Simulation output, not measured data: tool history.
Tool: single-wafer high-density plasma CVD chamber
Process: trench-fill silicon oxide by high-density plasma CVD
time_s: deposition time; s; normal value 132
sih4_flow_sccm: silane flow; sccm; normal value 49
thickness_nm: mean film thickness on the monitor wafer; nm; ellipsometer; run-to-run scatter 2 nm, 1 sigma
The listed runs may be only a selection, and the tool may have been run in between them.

run     day  time_s  sih4_flow_sccm  wafers since the last listed run  hours since the silane flow controller was replaced  hours since the gauge calibration  read-back reference wafer on the same gauge, thickness_nm  thickness_nm
  1   0.000     132              49                                 0                                               1572.3                              400.9                                                    582.605       671.343
  2   1.862     132              49                               318                                               1617.0                              445.6                                                    583.343       671.201
  3   3.288     132              45                               243                                               1651.2                              479.8                                                    582.402       637.031
  4   6.150     113              49                               489                                               1719.9                              548.5                                                    583.977       575.154
  5   8.212     113              49                               352                                               1769.4                              598.0                                                    583.323       573.446
  6   9.721     132              42                               258                                               1805.6                              634.2                                                    583.040       606.308
  7  11.800     132              42                               355                                               1855.5                              684.1                                                    583.132       612.136
  8  14.096     132              42                               392                                               1910.6                              739.2                                                    582.734       610.897
  9  16.612     132              49                               430                                               1971.0                              799.6                                                    582.588       674.533
 10  18.438     123              56                               312                                               2014.8                              843.4                                                    582.426       684.832
 11  19.683     132              49                               213                                               2044.7                              873.3                                                    582.980       675.016
 12  21.642     132              49                               334                                               2091.7                              920.3                                                    583.392       676.528
     22.438  -- gauge calibrated
     22.871  -- silane flow controller replaced
 13  23.708     132              58                               296                                                 20.1                               30.5                                                    582.876       730.266
 14  24.788     106              56                               184                                                 46.0                               56.4                                                    582.952       576.659
 15  27.775     125              56                               511                                                117.7                              128.1                                                    582.775       677.924
 16  29.079     157              39                               223                                                149.0                              159.4                                                    583.130       678.215
 17  31.238     148              52                               369                                                200.8                              211.2                                                    583.451       766.271
 18  32.479     106              57                               212                                                230.6                              241.0                                                    582.763       583.197
 19  34.683     125              53                               377                                                283.5                              293.9                                                    582.260       655.091

Here are 4 independent what-if runs from the current tool condition. What would each one return?
  A  34.700     132              49                                 2                                                283.9                              294.3                                                          ?             ?
  B  34.700     107              58                                 2                                                283.9                              294.3                                                          ?             ?
  C  34.700     132              55                                 2                                                283.9                              294.3                                                          ?             ?
  D  34.700     110              57                                 2                                                283.9                              294.3                                                          ?             ?

run  read-back reference wafer on the same gauge, thickness_nm  thickness_nm
  A                                                    583.208       656.424
  B                                                    583.208       595.537
  C                                                    583.208       708.595
  D                                                    583.208       604.988
Without the tool's unlogged condition, the same runs would have read:
run  thickness_nm
  A       653.333
  B       592.732
  C       705.258
  D       602.139

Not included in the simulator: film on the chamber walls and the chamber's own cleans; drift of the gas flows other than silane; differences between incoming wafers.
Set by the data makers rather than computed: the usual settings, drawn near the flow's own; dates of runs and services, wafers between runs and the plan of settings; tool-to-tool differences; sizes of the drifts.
